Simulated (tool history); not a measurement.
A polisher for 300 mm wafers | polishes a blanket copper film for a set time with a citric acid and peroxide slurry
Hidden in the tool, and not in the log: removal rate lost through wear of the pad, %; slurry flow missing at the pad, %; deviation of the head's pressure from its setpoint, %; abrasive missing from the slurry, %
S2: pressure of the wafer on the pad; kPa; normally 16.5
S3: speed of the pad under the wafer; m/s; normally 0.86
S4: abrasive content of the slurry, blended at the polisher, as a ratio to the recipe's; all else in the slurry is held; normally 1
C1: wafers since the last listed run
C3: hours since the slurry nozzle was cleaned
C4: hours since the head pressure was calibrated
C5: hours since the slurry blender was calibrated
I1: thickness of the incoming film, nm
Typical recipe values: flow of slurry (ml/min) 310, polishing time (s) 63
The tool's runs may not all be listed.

{"run": 1, "day": 0.0, "flow of slurry (ml/min)": 310, "S2": 16.5, "S3": 0.86, "S4": 1, "polishing time (s)": 63, "C1": 0, "wafers polished on this pad": 93, "C3": 679.4, "C4": 1417.5, "C5": 32.5, "I1": 482.7, "film removed (Å)": 885}
{"run": 2, "day": 0.467, "flow of slurry (ml/min)": 310, "S2": 16.5, "S3": 0.86, "S4": 1, "polishing time (s)": 63, "C1": 68, "wafers polished on this pad": 161, "C3": 690.6, "C4": 1428.7, "C5": 43.7, "I1": 477.1, "film removed (Å)": 897}
{"run": 3, "day": 1.167, "flow of slurry (ml/min)": 310, "S2": 16.5, "S3": 0.86, "S4": 1, "polishing time (s)": 63, "C1": 102, "wafers polished on this pad": 264, "C3": 707.4, "C4": 1445.5, "C5": 60.5, "I1": 479.9, "film removed (Å)": 890}
{"run": 4, "day": 1.671, "flow of slurry (ml/min)": 310, "S2": 16.5, "S3": 0.86, "S4": 1, "polishing time (s)": 63, "C1": 73, "wafers polished on this pad": 338, "C3": 719.5, "C4": 1457.6, "C5": 72.6, "I1": 477.7, "film removed (Å)": 880}
{"run": 5, "day": 2.317, "flow of slurry (ml/min)": 310, "S2": 16.5, "S3": 0.86, "S4": 1, "polishing time (s)": 63, "C1": 94, "wafers polished on this pad": 432, "C3": 735, "C4": 1473.1, "C5": 88.1, "I1": 477.2, "film removed (Å)": 886}
{"run": 6, "day": 3.062, "flow of slurry (ml/min)": 350, "S2": 19.3, "S3": 0.86, "S4": 1, "polishing time (s)": 63, "C1": 109, "wafers polished on this pad": 541, "C3": 752.9, "C4": 1491, "C5": 106, "I1": 478.4, "film removed (Å)": 1042}
{"day": 3.221, "done": "slurry nozzle cleaned"}
{"run": 7, "day": 3.558, "flow of slurry (ml/min)": 310, "S2": 16.5, "S3": 0.86, "S4": 1, "polishing time (s)": 63, "C1": 66, "wafers polished on this pad": 608, "C3": 8.1, "C4": 1502.9, "C5": 117.9, "I1": 483.8, "film removed (Å)": 884}
{"run": 8, "day": 3.85, "flow of slurry (ml/min)": 405, "S2": 16.5, "S3": 1.14, "S4": 1.1, "polishing time (s)": 54, "C1": 42, "wafers polished on this pad": 651, "C3": 15.1, "C4": 1509.9, "C5": 124.9, "I1": 479.8, "film removed (Å)": 1040}
{"day": 4.683, "done": "worn pad replaced by a new one"}
{"run": 9, "day": 4.742, "flow of slurry (ml/min)": 310, "S2": 16.5, "S3": 0.86, "S4": 1, "polishing time (s)": 63, "C1": 106, "wafers polished on this pad": 8, "C3": 36.5, "C4": 1531.3, "C5": 146.3, "I1": 489.8, "film removed (Å)": 885}
{"run": 10, "day": 5.042, "flow of slurry (ml/min)": 310, "S2": 19.3, "S3": 0.74, "S4": 1, "polishing time (s)": 63, "C1": 43, "wafers polished on this pad": 52, "C3": 43.7, "C4": 1538.5, "C5": 153.5, "I1": 476.1, "film removed (Å)": 887}
{"run": 11, "day": 5.379, "flow of slurry (ml/min)": 340, "S2": 19.3, "S3": 1.06, "S4": 1, "polishing time (s)": 63, "C1": 49, "wafers polished on this pad": 102, "C3": 51.8, "C4": 1546.6, "C5": 161.6, "I1": 472.6, "film removed (Å)": 1271}
{"run": 12, "day": 5.721, "flow of slurry (ml/min)": 310, "S2": 16.5, "S3": 0.86, "S4": 1, "polishing time (s)": 63, "C1": 50, "wafers polished on this pad": 152, "C3": 60, "C4": 1554.8, "C5": 169.8, "I1": 478, "film removed (Å)": 891}
{"day": 6.479, "done": "head pressure recalibrated"}
{"run": 13, "day": 6.5, "flow of slurry (ml/min)": 310, "S2": 16.5, "S3": 0.96, "S4": 1.3, "polishing time (s)": 63, "C1": 101, "wafers polished on this pad": 254, "C3": 78.7, "C4": 0.5, "C5": 188.5, "I1": 487.8, "film removed (Å)": 1035}
{"run": 14, "day": 7.133, "flow of slurry (ml/min)": 250, "S2": 16.5, "S3": 0.66, "S4": 1, "polishing time (s)": 63, "C1": 92, "wafers polished on this pad": 346, "C3": 93.9, "C4": 15.7, "C5": 203.7, "I1": 474.5, "film removed (Å)": 679}
{"run": 15, "day": 7.712, "flow of slurry (ml/min)": 310, "S2": 21.4, "S3": 1, "S4": 1, "polishing time (s)": 63, "C1": 84, "wafers polished on this pad": 431, "C3": 107.8, "C4": 29.6, "C5": 217.6, "I1": 486.1, "film removed (Å)": 1306}
{"run": 16, "day": 8.05, "flow of slurry (ml/min)": 310, "S2": 16.5, "S3": 0.86, "S4": 1, "polishing time (s)": 46, "C1": 49, "wafers polished on this pad": 480, "C3": 115.9, "C4": 37.7, "C5": 225.7, "I1": 471.3, "film removed (Å)": 658}
{"run": 17, "day": 8.788, "flow of slurry (ml/min)": 360, "S2": 16.5, "S3": 0.86, "S4": 0.85, "polishing time (s)": 63, "C1": 107, "wafers polished on this pad": 588, "C3": 133.6, "C4": 55.4, "C5": 243.4, "I1": 486.9, "film removed (Å)": 870}
{"run": 18, "day": 9.433, "flow of slurry (ml/min)": 310, "S2": 17.9, "S3": 0.86, "S4": 1, "polishing time (s)": 74, "C1": 94, "wafers polished on this pad": 683, "C3": 149.1, "C4": 70.9, "C5": 258.9, "I1": 485.7, "film removed (Å)": 1136}
{"run": 19, "day": 9.779, "flow of slurry (ml/min)": 310, "S2": 16.5, "S3": 0.86, "S4": 1, "polishing time (s)": 63, "C1": 50, "wafers polished on this pad": 734, "C3": 157.4, "C4": 79.2, "C5": 267.2, "I1": 471.8, "film removed (Å)": 889}
{"run": 20, "day": 10.304, "flow of slurry (ml/min)": 310, "S2": 16.5, "S3": 0.86, "S4": 1, "polishing time (s)": 63, "C1": 76, "wafers polished on this pad": 811, "C3": 170, "C4": 91.8, "C5": 279.8, "I1": 478.1, "film removed (Å)": 895}
{"day": 10.796, "done": "worn pad replaced by a new one"}
{"run": 21, "day": 10.871, "flow of slurry (ml/min)": 310, "S2": 20, "S3": 0.86, "S4": 0.9, "polishing time (s)": 57, "C1": 58, "wafers polished on this pad": 11, "C3": 183.6, "C4": 105.4, "C5": 293.4, "I1": 483.1, "film removed (Å)": 946}
{"run": 22, "day": 11.162, "flow of slurry (ml/min)": 310, "S2": 16.5, "S3": 0.98, "S4": 1, "polishing time (s)": 63, "C1": 42, "wafers polished on this pad": 53, "C3": 190.6, "C4": 112.4, "C5": 300.4, "I1": 479.7, "film removed (Å)": 1005}
{"run": 23, "day": 13.179, "flow of slurry (ml/min)": 310, "S2": 16.5, "S3": 0.86, "S4": 1.25, "polishing time (s)": 63, "C1": 295, "wafers polished on this pad": 349, "C3": 239, "C4": 160.8, "C5": 348.8, "I1": 482.3, "film removed (Å)": 932}
{"run": 24, "day": 13.729, "flow of slurry (ml/min)": 350, "S2": 22.1, "S3": 1.14, "S4": 1.1, "polishing time (s)": 63, "C1": 80, "wafers polished on this pad": 429, "C3": 252.2, "C4": 174, "C5": 362, "I1": 474, "film removed (Å)": 1569}
{"run": 25, "day": 14.188, "flow of slurry (ml/min)": 310, "S2": 16.5, "S3": 0.72, "S4": 1, "polishing time (s)": 79, "C1": 67, "wafers polished on this pad": 496, "C3": 263.2, "C4": 185, "C5": 373, "I1": 481.7, "film removed (Å)": 944}
{"run": 26, "day": 14.871, "flow of slurry (ml/min)": 255, "S2": 16.5, "S3": 0.86, "S4": 1.1, "polishing time (s)": 63, "C1": 100, "wafers polished on this pad": 596, "C3": 279.6, "C4": 201.4, "C5": 389.4, "I1": 477.8, "film removed (Å)": 891}
{"run": 27, "day": 15.188, "flow of slurry (ml/min)": 310, "S2": 16.5, "S3": 0.86, "S4": 1, "polishing time (s)": 63, "C1": 46, "wafers polished on this pad": 643, "C3": 287.2, "C4": 209, "C5": 397, "I1": 473.4, "film removed (Å)": 881}
{"day": 15.312, "done": "slurry blender recalibrated"}
{"run": 28, "day": 15.8, "flow of slurry (ml/min)": 205, "S2": 18.6, "S3": 0.86, "S4": 1, "polishing time (s)": 63, "C1": 77, "wafers polished on this pad": 720, "C3": 301.9, "C4": 223.7, "C5": 11.7, "I1": 475.9, "film removed (Å)": 964}
{"day": 16.417, "done": "worn pad replaced by a new one"}
{"run": 29, "day": 16.475, "flow of slurry (ml/min)": 310, "S2": 16.5, "S3": 0.86, "S4": 1, "polishing time (s)": 55, "C1": 74, "wafers polished on this pad": 8, "C3": 318.1, "C4": 239.9, "C5": 27.9, "I1": 479.6, "film removed (Å)": 779}
{"run": 30, "day": 17.167, "flow of slurry (ml/min)": 310, "S2": 14.5, "S3": 0.68, "S4": 1.15, "polishing time (s)": 63, "C1": 101, "wafers polished on this pad": 109, "C3": 334.7, "C4": 256.5, "C5": 44.5, "I1": 482.1, "film removed (Å)": 640}
{"run": 31, "day": 17.729, "flow of slurry (ml/min)": 265, "S2": 13.1, "S3": 1.12, "S4": 0.9, "polishing time (s)": 63, "C1": 82, "wafers polished on this pad": 191, "C3": 348.2, "C4": 270, "C5": 58, "I1": 481.6, "film removed (Å)": 897}

The tool's hidden state at each run:
removal rate lost through wear of the pad, %: 0 in every run
slurry flow missing at the pad, %: 0 in every run
deviation of the head's pressure from its setpoint, %: 0 in every run
abrasive missing from the slurry, %: 0 in every run

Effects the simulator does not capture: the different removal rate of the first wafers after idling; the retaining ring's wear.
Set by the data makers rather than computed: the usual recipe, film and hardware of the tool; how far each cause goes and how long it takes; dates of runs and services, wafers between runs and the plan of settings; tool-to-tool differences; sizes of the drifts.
